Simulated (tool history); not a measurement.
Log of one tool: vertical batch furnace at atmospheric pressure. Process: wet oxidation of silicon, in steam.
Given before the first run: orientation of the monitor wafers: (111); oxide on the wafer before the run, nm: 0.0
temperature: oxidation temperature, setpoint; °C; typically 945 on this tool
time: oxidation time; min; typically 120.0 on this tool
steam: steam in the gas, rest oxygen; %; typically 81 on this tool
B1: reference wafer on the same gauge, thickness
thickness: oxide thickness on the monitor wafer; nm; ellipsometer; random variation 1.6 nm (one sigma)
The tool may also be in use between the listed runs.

run 1 hour=0.0 | temperature=945 time=152.5 steam=81 | B1=500.09 | thickness=502.51
run 2 hour=42.9 | temperature=945 time=152.5 steam=81 | B1=499.98 | thickness=498.05
run 3 hour=131.6 | temperature=945 time=152.5 steam=81 | B1=500.08 | thickness=498.09
run 4 hour=221.5 | temperature=945 time=120.0 steam=77 | B1=500.31 | thickness=411.24
run 5 hour=259.3 | temperature=945 time=120.0 steam=81 | B1=500.20 | thickness=423.65
run 6 hour=346.0 | temperature=945 time=120.0 steam=81 | B1=500.32 | thickness=424.90
run 7 hour=397.1 | temperature=945 time=120.0 steam=73 | B1=499.92 | thickness=395.89
run 8 hour=486.9 | temperature=936 time=81.5 steam=81 | B1=499.95 | thickness=302.81
run 9 hour=553.9 | temperature=945 time=165.5 steam=81 | B1=499.71 | thickness=523.31
run 10 hour=645.2 | temperature=945 time=165.5 steam=81 | B1=499.98 | thickness=517.71
run 11 hour=718.4 | temperature=945 time=165.5 steam=81 | B1=500.10 | thickness=518.26
run 12 hour=811.2 | temperature=945 time=120.0 steam=81 | B1=500.00 | thickness=419.92
-- hour=885.4 steam generator serviced
run 13 hour=885.9 | temperature=945 time=120.0 steam=81 | B1=500.16 | thickness=441.56
run 14 hour=913.7 | temperature=945 time=164.5 steam=81 | B1=500.09 | thickness=543.68
-- hour=933.2 gauge calibrated
run 15 hour=977.4 | temperature=945 time=164.5 steam=81 | B1=499.87 | thickness=542.63
run 16 hour=1019.5 | temperature=926 time=120.0 steam=81 | B1=499.65 | thickness=385.87
run 17 hour=1067.9 | temperature=945 time=120.0 steam=72 | B1=499.82 | thickness=404.36
run 18 hour=1159.7 | temperature=952 time=157.0 steam=91 | B1=499.97 | thickness=591.47
-- hour=1219.5 thermocouples replaced and temperature profile calibrated
run 19 hour=1239.2 | temperature=928 time=77.0 steam=81 | B1=500.40 | thickness=282.69
run 20 hour=1287.4 | temperature=945 time=164.5 steam=81 | B1=500.21 | thickness=538.44
run 21 hour=1337.5 | temperature=945 time=105.0 steam=77 | B1=499.61 | thickness=386.66
run 22 hour=1429.6 | temperature=945 time=152.5 steam=81 | B1=499.96 | thickness=511.65
run 23 hour=1490.1 | temperature=965 time=156.0 steam=72 | B1=500.08 | thickness=544.96
run 24 hour=1541.1 | temperature=945 time=171.0 steam=81 | B1=499.98 | thickness=547.59
run 25 hour=1640.8 | temperature=945 time=120.0 steam=81 | B1=499.99 | thickness=434.47
run 26 hour=1741.9 | temperature=920 time=92.0 steam=81 | B1=500.17 | thickness=299.14
run 27 hour=1789.8 | temperature=925 time=173.5 steam=72 | B1=499.76 | thickness=446.44
run 28 hour=1882.2 | temperature=968 time=91.0 steam=73 | B1=499.88 | thickness=392.49
run 29 hour=1984.1 | temperature=958 time=120.0 steam=81 | B1=499.91 | thickness=471.25
run 30 hour=2042.0 | temperature=922 time=90.5 steam=78 | B1=500.16 | thickness=291.54
run 31 hour=2078.8 | temperature=931 time=141.5 steam=86 | B1=499.85 | thickness=456.38

How would selected steps in thickness from run to run divide? Give the signed amount a tool lacking its hidden state would still show from settings, what came in and random variation, and the signed amount left for the hidden state, including any gauge scatter that is not in both of the compared results.
What the log doesn't record here: true tube temperature minus thermocouple reading, K; steam share off its setpoint, % of the setpoint; gauge reads high (%).
Run 8 -> 9: temperature 936 -> 945, time 81.5 -> 165.5. thickness +220.50 nm: hidden state -9.95, all else +230.45.
Run 12 -> 13: steam generator serviced. thickness +21.64 nm: hidden state +19.97, all else +1.67.
Run 18 -> 19: temperature 952 -> 928, time 157.0 -> 77.0, steam 91 -> 81, thermocouples replaced and temperature profile calibrated. thickness -308.78 nm: hidden state +3.26, all else -312.04.
Run 19 -> 20: temperature 928 -> 945, time 77.0 -> 164.5. thickness +255.75 nm: hidden state -3.92, all else +259.67.
Run 30 -> 31: temperature 922 -> 931, time 90.5 -> 141.5, steam 78 -> 86. thickness +164.84 nm: hidden state -4.75, all else +169.59.
